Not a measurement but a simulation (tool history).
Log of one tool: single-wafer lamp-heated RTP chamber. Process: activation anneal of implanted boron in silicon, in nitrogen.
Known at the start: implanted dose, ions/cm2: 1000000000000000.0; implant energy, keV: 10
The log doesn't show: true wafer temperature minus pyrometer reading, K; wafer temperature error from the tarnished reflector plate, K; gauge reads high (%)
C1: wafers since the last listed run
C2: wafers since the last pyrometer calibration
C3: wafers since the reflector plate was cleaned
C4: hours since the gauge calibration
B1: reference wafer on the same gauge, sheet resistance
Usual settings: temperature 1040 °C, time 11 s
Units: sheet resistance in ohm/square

run 1 hour=0 | temperature=1026 time=9 | C1=0 C2=3512 C3=9046 C4=74.7 | B1=117 | sheet_resistance=116.98
run 2 hour=12.7 | temperature=1040 time=11 | C1=227 C2=3739 C3=9273 C4=87.4 | B1=117 | sheet_resistance=113.54
run 3 hour=23.7 | temperature=1040 time=11 | C1=196 C2=3936 C3=9470 C4=98.4 | B1=117 | sheet_resistance=113.73
run 4 hour=39.5 | temperature=1040 time=11 | C1=282 C2=4218 C3=9752 C4=114.2 | B1=117.08 | sheet_resistance=113.59
run 5 hour=55.5 | temperature=1040 time=11 | C1=286 C2=4504 C3=10038 C4=130.2 | B1=117.05 | sheet_resistance=113.48
-- hour=71.8 reflector plate cleaned
-- hour=79.7 pyrometer window cleaned and pyrometer calibrated
run 6 hour=80.2 | temperature=1040 time=11 | C1=156 C2=8 C3=8 C4=154.9 | B1=117 | sheet_resistance=115.27
run 7 hour=80.6 | temperature=1040 time=11 | C1=7 C2=15 C3=15 C4=155.3 | B1=116.99 | sheet_resistance=115.35
run 8 hour=90.7 | temperature=1040 time=11 | C1=180 C2=196 C3=196 C4=165.4 | B1=116.94 | sheet_resistance=115.22
-- hour=98.3 gauge calibrated
run 9 hour=99.4 | temperature=1040 time=6 | C1=155 C2=351 C3=351 C4=1.1 | B1=117 | sheet_resistance=117.37
run 10 hour=113.8 | temperature=1057 time=16 | C1=257 C2=609 C3=609 C4=15.5 | B1=117 | sheet_resistance=111.21
run 11 hour=130.1 | temperature=1040 time=11 | C1=291 C2=900 C3=900 C4=31.8 | B1=117 | sheet_resistance=115.08
run 12 hour=136.6 | temperature=1040 time=16 | C1=116 C2=1016 C3=1016 C4=38.3 | B1=117 | sheet_resistance=113.38
run 13 hour=148.9 | temperature=1040 time=8 | C1=219 C2=1236 C3=1236 C4=50.6 | B1=117.01 | sheet_resistance=115.59
run 14 hour=155.6 | temperature=1040 time=11 | C1=119 C2=1356 C3=1356 C4=57.3 | B1=117.08 | sheet_resistance=114.76
run 15 hour=162.5 | temperature=1040 time=13 | C1=123 C2=1479 C3=1479 C4=64.2 | B1=117.03 | sheet_resistance=114.24
run 16 hour=174.6 | temperature=1022 time=13 | C1=216 C2=1696 C3=1696 C4=76.3 | B1=116.97 | sheet_resistance=117.19
run 17 hour=190.3 | temperature=1040 time=11 | C1=280 C2=1977 C3=1977 C4=92 | B1=116.97 | sheet_resistance=114.46

Hidden state or all else? Some run-to-run changes of sheet resistance, split into what the settings, what came in and random variation would give without the hidden state, and what is left for the hidden state (with any gauge scatter that isn't in both results):
Run 5 -> 6: reflector plate cleaned, pyrometer window cleaned and pyrometer calibrated. sheet resistance +1.79 ohm/square: hidden state +1.66, all else +0.13.
Run 9 -> 10: temperature 1040 -> 1057, time 6 -> 16. sheet resistance -6.16 ohm/square: hidden state +0.02, all else -6.18.

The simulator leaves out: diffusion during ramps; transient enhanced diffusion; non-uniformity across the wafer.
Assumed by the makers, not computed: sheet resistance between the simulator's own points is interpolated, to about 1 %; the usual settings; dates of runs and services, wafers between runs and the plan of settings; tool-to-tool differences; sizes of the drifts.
